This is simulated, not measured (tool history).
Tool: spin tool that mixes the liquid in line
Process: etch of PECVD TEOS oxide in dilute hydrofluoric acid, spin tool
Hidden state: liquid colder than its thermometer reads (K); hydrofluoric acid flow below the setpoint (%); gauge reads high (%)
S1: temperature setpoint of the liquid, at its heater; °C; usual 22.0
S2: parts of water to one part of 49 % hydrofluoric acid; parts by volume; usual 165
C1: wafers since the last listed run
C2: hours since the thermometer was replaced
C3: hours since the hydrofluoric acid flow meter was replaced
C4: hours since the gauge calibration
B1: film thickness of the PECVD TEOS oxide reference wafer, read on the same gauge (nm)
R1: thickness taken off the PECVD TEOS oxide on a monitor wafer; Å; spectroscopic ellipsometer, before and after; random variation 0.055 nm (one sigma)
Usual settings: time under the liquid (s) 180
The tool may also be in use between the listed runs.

Run 1, day 0.000: usual settings but S1 25.5 °C; C1 0; C2 935.0; C3 199.6; C4 942.7; B1 60.02. Result: R1 113.0 Å.
Run 2, day 4.058: usual settings but S1 25.5 °C; C1 439; C2 1032.4; C3 297.0; C4 1040.1; B1 60.00. Result: R1 113.5 Å.
Run 3, day 5.971: usual settings but S1 23.5 °C; C1 207; C2 1078.3; C3 342.9; C4 1086.0; B1 60.01. Result: R1 103.1 Å.
Run 4, day 8.288: usual settings but S1 23.5 °C; C1 250; C2 1133.9; C3 398.5; C4 1141.6; B1 59.99. Result: R1 102.1 Å.
Run 5, day 11.025: usual settings but time under the liquid (s) 250; C1 296; C2 1199.6; C3 464.2; C4 1207.3; B1 60.02. Result: R1 133.9 Å.
Run 6, day 13.542: usual settings; C1 272; C2 1260.0; C3 524.6; C4 1267.7; B1 60.00. Result: R1 94.5 Å.
At day 14.071: hydrofluoric acid flow meter replaced.
Run 7, day 16.396: usual settings; C1 304; C2 1328.5; C3 55.8; C4 1336.2; B1 60.01. Result: R1 100.9 Å.
At day 17.392: gauge calibrated.
Run 8, day 19.296: usual settings; C1 314; C2 1398.1; C3 125.4; C4 45.7; B1 59.96. Result: R1 100.9 Å.
Run 9, day 21.883: usual settings; C1 280; C2 1460.2; C3 187.5; C4 107.8; B1 59.98. Result: R1 100.4 Å.
Run 10, day 25.296: usual settings but time under the liquid (s) 235; C1 369; C2 1542.1; C3 269.4; C4 189.7; B1 60.03. Result: R1 129.8 Å.
Run 11, day 29.438: usual settings; C1 448; C2 1641.5; C3 368.8; C4 289.1; B1 60.01. Result: R1 97.4 Å.
Run 12, day 32.104: usual settings but S1 26.0 °C; C1 288; C2 1705.5; C3 432.8; C4 353.1; B1 59.99. Result: R1 113.0 Å.
At day 33.138: thermometer replaced.
Run 13, day 34.225: usual settings but S1 20.0 °C, S2 130 parts by volume, time under the liquid (s) 240; C1 225; C2 26.1; C3 483.7; C4 404.0; B1 60.00. Result: R1 156.8 Å.
At day 35.525: hydrofluoric acid flow meter replaced.
Run 14, day 38.242: usual settings; C1 430; C2 122.5; C3 65.2; C4 500.4; B1 59.99. Result: R1 101.3 Å.
Run 15, day 40.688: usual settings but S2 110 parts by volume; C1 264; C2 181.2; C3 123.9; C4 559.1; B1 60.02. Result: R1 160.1 Å.
Run 16, day 44.012: usual settings but S1 24.5 °C, S2 220 parts by volume, time under the liquid (s) 270; C1 360; C2 261.0; C3 203.7; C4 638.9; B1 59.98. Result: R1 114.8 Å.
Run 17, day 47.954: usual settings but time under the liquid (s) 125; C1 426; C2 355.6; C3 298.3; C4 733.5; B1 59.98. Result: R1 67.8 Å.
Run 18, day 49.608: usual settings; C1 179; C2 395.3; C3 338.0; C4 773.2; B1 59.99. Result: R1 97.5 Å.
Run 19, day 51.175: usual settings; C1 169; C2 432.9; C3 375.6; C4 810.8; B1 60.00. Result: R1 96.7 Å.
Run 20, day 53.417: usual settings but S1 18.5 °C, S2 135 parts by volume, time under the liquid (s) 90; C1 242; C2 486.7; C3 429.4; C4 864.6; B1 60.01. Result: R1 52.7 Å.

4 ways to go on from here, each from the tool as it stands after run 20. What would each give?
Run A, day 53.438: usual settings; C1 2; C2 487.2; C3 429.9; C4 865.1; B1 ?. Result: R1 ?.
Run B, day 53.438: usual settings but S2 145 parts by volume; C1 2; C2 487.2; C3 429.9; C4 865.1; B1 ?. Result: R1 ?.
Run C, day 53.438: usual settings but S2 90 parts by volume, time under the liquid (s) 105; C1 2; C2 487.2; C3 429.9; C4 865.1; B1 ?. Result: R1 ?.
Run D, day 53.438: usual settings but S1 18.5 °C, S2 235 parts by volume, time under the liquid (s) 210; C1 2; C2 487.2; C3 429.9; C4 865.1; B1 ?. Result: R1 ?.

run     B1     R1
  A  60.00   95.9
  B  60.00  111.6
  C  60.00  112.1
  D  60.00   63.9
Without the tool's hidden state the same runs would have given:
run     R1
  A  103.3
  B  120.1
  C  120.2
  D   69.0
